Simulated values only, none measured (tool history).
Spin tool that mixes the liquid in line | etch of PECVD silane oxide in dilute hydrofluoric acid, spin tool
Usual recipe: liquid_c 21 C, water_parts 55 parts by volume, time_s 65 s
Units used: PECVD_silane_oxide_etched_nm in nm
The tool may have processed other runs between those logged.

run	hour	liquid_c	water_parts	time_s	wafers since the last listed run	hours since the thermometer was replaced	hours since the hydrofluoric acid flow meter was replaced	hours since the gauge calibration	read-back film thickness of the PECVD silane oxide reference wafer, read on the same gauge (nm)	PECVD_silane_oxide_etched_nm
1	0	21	55	65	0	1907.6	587	95.6	150.01	47.78
2	61.4	21	55	65	611	1969	648.4	157	150.03	47.89
3	102.5	24.5	55	65	409	2010.1	689.5	198.1	150	55.42
4	311.3	21	55	65	2079	2218.9	898.3	406.9	150.04	47.93
5	343	21	55	65	315	2250.6	930	438.6	150	47.98
6	393.3	21	55	65	500	2300.9	980.3	488.9	150.02	48.03
# hour 442.6: thermometer replaced
7	451.2	21	55	65	566	8.6	1038.2	546.8	150.01	48.23
8	493.3	23	55	65	419	50.7	1080.3	588.9	149.95	52.33
9	546.6	23	55	65	530	104	1133.6	642.2	150.05	51.97
10	602.3	19	40	50	554	159.7	1189.3	697.9	149.97	47.65
11	727.6	21	55	65	1247	285	1314.6	823.2	150	48.02
# hour 782: hydrofluoric acid flow meter replaced
# hour 792.9: gauge calibrated
12	860.6	21	55	65	1314	418	78.6	67.7	150.01	47.2
13	895.2	18.5	75	55	344	452.6	113.2	102.3	150	25.69
14	925	21	55	65	296	482.4	143	132.1	149.97	46.91
15	982.7	21	55	50	574	540.1	200.7	189.8	149.99	36.26
16	1050.3	21	55	65	673	607.7	268.3	257.4	150.04	47.44
17	1077	17	55	65	265	634.4	295	284.1	150.04	39.64
18	1139.8	21	65	100	625	697.2	357.8	346.9	149.96	61.04
19	1249.7	17	55	85	1094	807.1	467.7	456.8	150.02	52.33

Below, some changes in PECVD_silane_oxide_etched_nm between adjacent runs. For each, the amount present without the hidden state too (settings, incoming material, random variation) and the amount remaining for the hidden state with gauge scatter not shared by both compared results:
Hidden state at play: liquid hotter than its thermometer reads (K); hydrofluoric acid flow above the setpoint (%); gauge reads high (%).
Run 11 -> 12: hydrofluoric acid flow meter replaced, gauge calibrated. PECVD_silane_oxide_etched_nm -0.82 nm: hidden state -1.09, all else +0.27.
Run 12 -> 13: liquid_c 21 -> 18.5, water_parts 55 -> 75, time_s 65 -> 55. PECVD_silane_oxide_etched_nm -21.51 nm: hidden state -0.03, all else -21.48.
